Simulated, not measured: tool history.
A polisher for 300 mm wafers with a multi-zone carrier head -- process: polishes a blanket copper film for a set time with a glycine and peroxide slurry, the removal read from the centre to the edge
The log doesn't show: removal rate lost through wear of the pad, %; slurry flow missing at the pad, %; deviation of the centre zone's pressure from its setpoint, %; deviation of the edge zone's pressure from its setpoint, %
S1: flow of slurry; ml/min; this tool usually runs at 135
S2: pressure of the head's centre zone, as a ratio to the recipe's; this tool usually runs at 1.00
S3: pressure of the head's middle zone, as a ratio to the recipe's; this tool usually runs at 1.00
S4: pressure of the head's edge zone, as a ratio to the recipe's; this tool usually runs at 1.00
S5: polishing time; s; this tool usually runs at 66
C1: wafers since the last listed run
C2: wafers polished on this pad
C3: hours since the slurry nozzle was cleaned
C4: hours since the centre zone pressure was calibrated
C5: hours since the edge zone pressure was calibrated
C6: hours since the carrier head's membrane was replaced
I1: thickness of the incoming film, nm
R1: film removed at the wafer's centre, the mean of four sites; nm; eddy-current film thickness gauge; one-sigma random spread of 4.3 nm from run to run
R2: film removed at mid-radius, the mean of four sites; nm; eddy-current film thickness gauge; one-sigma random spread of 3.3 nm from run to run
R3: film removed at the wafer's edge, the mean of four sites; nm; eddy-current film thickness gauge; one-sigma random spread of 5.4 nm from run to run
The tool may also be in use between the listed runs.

{"run": 1, "hour": 0.0, "S1": 135, "S2": 1.0, "S3": 1.08, "S4": 1.0, "S5": 66, "C1": 0, "C2": 2143, "C3": 443.9, "C4": 0.5, "C5": 450.2, "C6": 175.4, "I1": 1539.8, "R1": 413.6, "R2": 446.3, "R3": 420.4}
{"run": 2, "hour": 69.7, "S1": 135, "S2": 1.0, "S3": 1.08, "S4": 1.0, "S5": 66, "C1": 795, "C2": 2938, "C3": 513.6, "C4": 70.2, "C5": 519.9, "C6": 245.1, "I1": 1556.3, "R1": 425.5, "R2": 450.5, "R3": 416.4}
{"run": 3, "hour": 141.6, "S1": 135, "S2": 0.92, "S3": 1.04, "S4": 1.11, "S5": 66, "C1": 820, "C2": 3759, "C3": 585.5, "C4": 142.1, "C5": 591.8, "C6": 317.0, "I1": 1570.6, "R1": 379.9, "R2": 434.8, "R3": 442.8}
{"run": 4, "hour": 191.0, "S1": 135, "S2": 1.0, "S3": 1.0, "S4": 0.94, "S5": 66, "C1": 563, "C2": 4323, "C3": 634.9, "C4": 191.5, "C5": 641.2, "C6": 366.4, "I1": 1516.3, "R1": 422.4, "R2": 419.9, "R3": 397.7}
{"run": 5, "hour": 223.8, "S1": 155, "S2": 1.09, "S3": 0.97, "S4": 1.07, "S5": 66, "C1": 374, "C2": 4698, "C3": 667.7, "C4": 224.3, "C5": 674.0, "C6": 399.2, "I1": 1541.6, "R1": 480.3, "R2": 423.0, "R3": 441.5}
{"hour": 243.8, "done": "slurry nozzle cleaned"}
{"hour": 252.0, "done": "worn pad replaced by a new one"}
{"run": 6, "hour": 294.1, "S1": 135, "S2": 1.0, "S3": 1.0, "S4": 1.0, "S5": 66, "C1": 745, "C2": 480, "C3": 50.3, "C4": 294.6, "C5": 744.3, "C6": 469.5, "I1": 1526.1, "R1": 420.9, "R2": 416.2, "R3": 418.6}
{"run": 7, "hour": 355.0, "S1": 135, "S2": 1.0, "S3": 1.0, "S4": 0.9, "S5": 66, "C1": 695, "C2": 1175, "C3": 111.2, "C4": 355.5, "C5": 805.2, "C6": 530.4, "I1": 1558.9, "R1": 424.5, "R2": 421.0, "R3": 405.0}
{"run": 8, "hour": 400.1, "S1": 165, "S2": 1.09, "S3": 1.0, "S4": 1.0, "S5": 57, "C1": 514, "C2": 1690, "C3": 156.3, "C4": 400.6, "C5": 850.3, "C6": 575.5, "I1": 1523.3, "R1": 422.2, "R2": 376.9, "R3": 373.9}
{"run": 9, "hour": 451.9, "S1": 135, "S2": 1.04, "S3": 0.95, "S4": 1.0, "S5": 66, "C1": 591, "C2": 2281, "C3": 208.1, "C4": 452.4, "C5": 902.1, "C6": 627.3, "I1": 1517.5, "R1": 438.1, "R2": 403.4, "R3": 419.3}
{"run": 10, "hour": 508.7, "S1": 135, "S2": 1.11, "S3": 1.0, "S4": 0.91, "S5": 78, "C1": 648, "C2": 2930, "C3": 264.9, "C4": 509.2, "C5": 958.9, "C6": 684.1, "I1": 1542.8, "R1": 549.4, "R2": 492.1, "R3": 463.2}
{"run": 11, "hour": 544.3, "S1": 135, "S2": 1.0, "S3": 1.0, "S4": 1.07, "S5": 49, "C1": 406, "C2": 3336, "C3": 300.5, "C4": 544.8, "C5": 994.5, "C6": 719.7, "I1": 1566.5, "R1": 316.8, "R2": 312.2, "R3": 322.4}
{"run": 12, "hour": 608.5, "S1": 135, "S2": 1.1, "S3": 1.09, "S4": 1.0, "S5": 48, "C1": 732, "C2": 4069, "C3": 364.7, "C4": 609.0, "C5": 1058.7, "C6": 783.9, "I1": 1535.3, "R1": 336.1, "R2": 326.0, "R3": 305.0}
{"hour": 636.2, "done": "edge zone pressure recalibrated"}
{"run": 13, "hour": 652.8, "S1": 135, "S2": 0.92, "S3": 1.0, "S4": 1.0, "S5": 88, "C1": 482, "C2": 4552, "C3": 409.0, "C4": 653.3, "C5": 16.6, "C6": 828.2, "I1": 1532.9, "R1": 518.5, "R2": 555.4, "R3": 557.3}
{"run": 14, "hour": 689.7, "S1": 135, "S2": 1.0, "S3": 1.0, "S4": 1.0, "S5": 66, "C1": 421, "C2": 4974, "C3": 445.9, "C4": 690.2, "C5": 53.5, "C6": 865.1, "I1": 1547.5, "R1": 424.8, "R2": 422.2, "R3": 418.2}
{"hour": 700.9, "done": "worn pad replaced by a new one"}
{"run": 15, "hour": 724.6, "S1": 135, "S2": 0.92, "S3": 1.0, "S4": 1.1, "S5": 66, "C1": 352, "C2": 270, "C3": 480.8, "C4": 725.1, "C5": 88.4, "C6": 900.0, "I1": 1545.8, "R1": 386.8, "R2": 416.0, "R3": 438.2}
{"hour": 750.7, "done": "carrier head's membrane replaced by a new one"}
{"hour": 822.7, "done": "centre zone pressure recalibrated"}
{"run": 16, "hour": 898.7, "S1": 135, "S2": 1.0, "S3": 1.0, "S4": 1.0, "S5": 66, "C1": 1907, "C2": 2177, "C3": 654.9, "C4": 76.0, "C5": 262.5, "C6": 148.0, "I1": 1552.6, "R1": 424.3, "R2": 416.9, "R3": 417.2}
{"run": 17, "hour": 953.2, "S1": 135, "S2": 1.0, "S3": 1.0, "S4": 1.0, "S5": 66, "C1": 622, "C2": 2800, "C3": 709.4, "C4": 130.5, "C5": 317.0, "C6": 202.5, "I1": 1547.1, "R1": 417.7, "R2": 418.4, "R3": 417.4}
{"run": 18, "hour": 987.5, "S1": 135, "S2": 0.91, "S3": 1.0, "S4": 0.89, "S5": 66, "C1": 391, "C2": 3191, "C3": 743.7, "C4": 164.8, "C5": 351.3, "C6": 236.8, "I1": 1547.6, "R1": 393.2, "R2": 418.0, "R3": 405.7}
{"run": 19, "hour": 1014.1, "S1": 135, "S2": 1.0, "S3": 1.0, "S4": 1.0, "S5": 66, "C1": 303, "C2": 3495, "C3": 770.3, "C4": 191.4, "C5": 377.9, "C6": 263.4, "I1": 1565.8, "R1": 427.2, "R2": 416.8, "R3": 421.3}
{"hour": 1016.8, "done": "slurry nozzle cleaned"}
{"run": 20, "hour": 1074.5, "S1": 165, "S2": 0.96, "S3": 1.0, "S4": 1.05, "S5": 53, "C1": 678, "C2": 4173, "C3": 57.7, "C4": 251.8, "C5": 438.3, "C6": 323.8, "I1": 1526.4, "R1": 341.2, "R2": 350.8, "R3": 353.3}
{"hour": 1097.4, "done": "worn pad replaced by a new one"}
{"run": 21, "hour": 1103.0, "S1": 135, "S2": 1.0, "S3": 1.0, "S4": 1.0, "S5": 66, "C1": 279, "C2": 63, "C3": 86.2, "C4": 280.3, "C5": 466.8, "C6": 352.3, "I1": 1546.9, "R1": 422.9, "R2": 421.9, "R3": 405.4}
{"run": 22, "hour": 1158.8, "S1": 145, "S2": 0.93, "S3": 1.0, "S4": 1.0, "S5": 66, "C1": 637, "C2": 700, "C3": 142.0, "C4": 336.1, "C5": 522.6, "C6": 408.1, "I1": 1527.5, "R1": 400.5, "R2": 423.9, "R3": 421.3}

What if the next run were any one of these 4? Each begins from the tool's condition after run 22:
{"run": "A", "hour": 1159.2, "S1": 135, "S2": 1.0, "S3": 1.0, "S4": 1.0, "S5": 66, "C1": 4, "C2": 705, "C3": 142.4, "C4": 336.5, "C5": 523.0, "C6": 408.5, "I1": 1542.2, "R1": "?", "R2": "?", "R3": "?"}
{"run": "B", "hour": 1159.2, "S1": 135, "S2": 1.0, "S3": 1.0, "S4": 1.0, "S5": 84, "C1": 4, "C2": 705, "C3": 142.4, "C4": 336.5, "C5": 523.0, "C6": 408.5, "I1": 1542.2, "R1": "?", "R2": "?", "R3": "?"}
{"run": "C", "hour": 1159.2, "S1": 95, "S2": 1.0, "S3": 1.05, "S4": 1.0, "S5": 51, "C1": 4, "C2": 705, "C3": 142.4, "C4": 336.5, "C5": 523.0, "C6": 408.5, "I1": 1542.2, "R1": "?", "R2": "?", "R3": "?"}
{"run": "D", "hour": 1159.2, "S1": 135, "S2": 1.0, "S3": 1.0, "S4": 1.04, "S5": 66, "C1": 4, "C2": 705, "C3": 142.4, "C4": 336.5, "C5": 523.0, "C6": 408.5, "I1": 1542.2, "R1": "?", "R2": "?", "R3": "?"}

run=A R1=413.1 R2=418.2 R3=428.3
run=B R1=525.8 R2=532.2 R3=545.1
run=C R1=293.7 R2=313.0 R3=314.4
run=D R1=413.1 R2=418.1 R3=436.5
Stripped of hidden state, with their random variation kept, the same runs would have yielded:
run=A R1=413.1 R2=418.2 R3=428.3
run=B R1=525.8 R2=532.2 R3=545.1
run=C R1=293.7 R2=313.0 R3=314.4
run=D R1=413.1 R2=418.1 R3=436.5

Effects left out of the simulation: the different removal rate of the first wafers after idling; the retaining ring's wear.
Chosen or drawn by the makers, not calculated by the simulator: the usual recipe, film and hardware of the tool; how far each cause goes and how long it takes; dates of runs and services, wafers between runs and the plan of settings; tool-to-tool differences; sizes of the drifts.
